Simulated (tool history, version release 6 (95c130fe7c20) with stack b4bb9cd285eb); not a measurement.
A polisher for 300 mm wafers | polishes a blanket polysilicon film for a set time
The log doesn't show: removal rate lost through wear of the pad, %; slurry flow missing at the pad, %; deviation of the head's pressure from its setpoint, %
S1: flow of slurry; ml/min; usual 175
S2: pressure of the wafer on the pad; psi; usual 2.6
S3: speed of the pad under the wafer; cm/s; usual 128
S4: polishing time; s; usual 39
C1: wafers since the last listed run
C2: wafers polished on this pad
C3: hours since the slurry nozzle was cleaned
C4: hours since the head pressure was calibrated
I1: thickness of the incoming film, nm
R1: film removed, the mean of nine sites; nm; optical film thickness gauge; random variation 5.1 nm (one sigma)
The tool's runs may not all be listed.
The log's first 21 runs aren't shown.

run    hour   S1   S2   S3  S4   C1    C2     C3     C4      I1     R1
 22  1165.2  175  2.6  128  39  344  1333   46.9  363.7  1101.9  338.6
     1192.9  -- head pressure recalibrated
 23  1200.2  120  3.4  128  39  324  1657   81.9    7.3  1102.2  383.9
 24    1270  175  2.6  128  33  685  2342  151.7   77.1  1102.7    300
 25    1313  175  2.6  128  30  422  2764  194.7  120.1  1085.2  276.2
 26    1376  175  2.6  128  45  618  3383  257.7  183.1    1114  403.2
 27  1404.4  175  2.6  128  39  278  3662  286.1  211.5  1090.9  347.9
 28  1453.7  220  2.6  112  39  484  4146  335.4  260.8  1098.5  337.7
 29  1487.1  205  3.3  128  39  327  4474  368.8  294.2  1096.3  405.8
     1519.4  -- worn pad replaced by a new one
 30  1521.2  175  2.2  128  39  295    18  402.9  328.3  1098.6  316.4
 31  1590.3  195  2.1  102  39  678   696    472  397.4  1100.2    278
     1601.2  -- slurry nozzle cleaned
     1633.8  -- head pressure recalibrated
 32  1634.3  175  2.3  146  27  402  1099   33.1    0.5  1084.7  243.1
 33  1696.6  175  2.6   96  39  611  1710   95.4   62.8    1114  287.1
 34    1739  175  2.6  128  39  416  2127  137.8  105.2  1108.1  353.1
 35  1767.9  175  2.6  158  39  283  2410  166.7  134.1  1113.3  407.4
 36    1828  175  2.2  156  52  590  3000  226.8  194.2  1093.2  475.4
 37  1891.4  175  2.6  128  34  622  3623  290.2  257.6  1083.3  306.3

4 ways to go on from here, each from the tool as it stands after run 37. What would each give?
  A  1891.8  235  2.6  128  39   3  3627  290.6  258  1102.9   ?
  B  1891.8  175  3.4   84  33   3  3627  290.6  258  1102.9   ?
  C  1891.8  210  2.9  158  46   3  3627  290.6  258  1102.9   ?
  D  1891.8  175  2.1   96  35   3  3627  290.6  258  1102.9   ?

run     R1
  A  362.3
  B  275.6
  C  514.8
  D  234.1
Without the tool's hidden state the same runs would have given:
run     R1
  A  375.3
  B  285.5
  C  533.3
  D  242.6
